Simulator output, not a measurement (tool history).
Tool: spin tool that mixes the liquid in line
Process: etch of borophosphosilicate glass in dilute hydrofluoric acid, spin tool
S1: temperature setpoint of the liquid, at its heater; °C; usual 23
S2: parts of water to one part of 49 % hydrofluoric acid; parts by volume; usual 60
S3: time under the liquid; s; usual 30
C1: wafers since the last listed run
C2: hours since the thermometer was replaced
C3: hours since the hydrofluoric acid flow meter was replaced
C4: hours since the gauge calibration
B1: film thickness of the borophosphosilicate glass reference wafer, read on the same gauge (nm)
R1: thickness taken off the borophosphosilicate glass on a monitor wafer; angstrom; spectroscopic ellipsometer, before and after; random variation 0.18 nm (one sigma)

run,hour,S1,S2,S3,C1,C2,C3,C4,B1,R1
1,0,23,60,30,0,1476.5,1174.6,8.1,40.01,248.4
2,14.3,23,60,30,193,1490.8,1188.9,22.4,40.03,244.1
3,24.1,26,50,30,132,1500.6,1198.7,32.2,40.02,339.3
4,38.3,23,60,30,192,1514.8,1212.9,46.4,40.02,249.3
5,52.7,23,60,20,194,1529.2,1227.3,60.8,39.98,165.9
6,60.5,23,60,20,105,1537,1235.1,68.6,39.99,168.1
7,78.2,23,60,30,239,1554.7,1252.8,86.3,39.97,248
8,84.8,23,60,30,89,1561.3,1259.4,92.9,40.01,251.6
9,95.8,23,60,30,148,1572.3,1270.4,103.9,40.04,249.4
10,109.9,23,60,30,190,1586.4,1284.5,118,39.98,245
11,116.4,23,60,30,87,1592.9,1291,124.5,39.99,248.3
12,130.4,23,60,30,189,1606.9,1305,138.5,40.06,251.6
13,143.8,23,60,30,181,1620.3,1318.4,151.9,40.04,248.7
# hour 151.2: thermometer replaced
14,159.2,23,60,30,194,8,1333.8,167.3,40.03,247.5
15,174.9,23,60,30,212,23.7,1349.5,183,40,250.4
16,183.8,24.5,30,15,120,32.6,1358.4,191.9,39.97,277.8
# hour 188.7: gauge calibrated
# hour 196.2: hydrofluoric acid flow meter replaced
17,201.4,23,70,50,224,50.2,5.2,12.7,39.99,346.1
18,217.6,23,60,30,219,66.4,21.4,28.9,39.99,245.9
19,223.8,23,60,30,83,72.6,27.6,35.1,40.02,248.9
20,240,18.5,80,15,219,88.8,43.8,51.3,39.96,74.9
21,253.2,19.5,75,45,178,102,57,64.5,39.98,249.4
22,260.1,23,60,30,93,108.9,63.9,71.4,40.01,246.3
23,267.4,21.5,60,30,98,116.2,71.2,78.7,39.99,232.3
24,280.8,23,60,30,181,129.6,84.6,92.1,39.99,248.5
25,296.8,23,45,30,216,145.6,100.6,108.1,39.99,335.4
26,302.9,20.5,60,40,82,151.7,106.7,114.2,39.98,294.7
27,313.3,23,60,50,140,162.1,117.1,124.6,39.97,414.3
28,328.5,23,60,30,205,177.3,132.3,139.8,40.02,245.6
29,341.9,21.5,60,45,181,190.7,145.7,153.2,39.98,348.6
30,351.1,26,60,30,124,199.9,154.9,162.4,40,279.6

Forecast run 31:
31,360.2,18.5,60,45,123,209,164,171.5,?,?

B1: 40.01
R1: 306 angstrom
Without the tool's hidden state the same run would have given R1 306 angstrom.
